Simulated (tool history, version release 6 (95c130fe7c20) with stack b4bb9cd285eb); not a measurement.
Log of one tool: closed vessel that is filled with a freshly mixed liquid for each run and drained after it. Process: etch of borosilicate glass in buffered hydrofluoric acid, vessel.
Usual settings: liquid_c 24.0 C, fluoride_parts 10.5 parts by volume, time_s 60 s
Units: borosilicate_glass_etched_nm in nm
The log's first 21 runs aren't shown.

run,hour,liquid_c,fluoride_parts,time_s,"read-back film thickness of the borosilicate glass reference wafer, read on the same gauge (nm)",borosilicate_glass_etched_nm
22,620.3,28.0,8.5,95,70.00,177.68
23,640.9,22.0,10.5,60,69.97,68.85
24,671.0,27.5,10.5,60,70.00,91.57
25,698.0,22.5,14.5,30,69.99,25.58
26,719.5,24.0,10.5,35,70.01,44.75
27,742.6,22.0,7.5,85,70.01,134.19
28,772.1,24.0,10.5,60,70.05,76.32
29,800.0,21.5,12.0,35,69.95,34.19

The next listed run, before its measurement:
30,818.0,26.5,9.0,95,?,?

Run 30 gave read-back film thickness of the borosilicate glass reference wafer, read on the same gauge (nm) 69.94, borosilicate_glass_etched_nm 156.14 nm.
Without the tool's hidden state the same run would have given borosilicate_glass_etched_nm 153.36 nm.
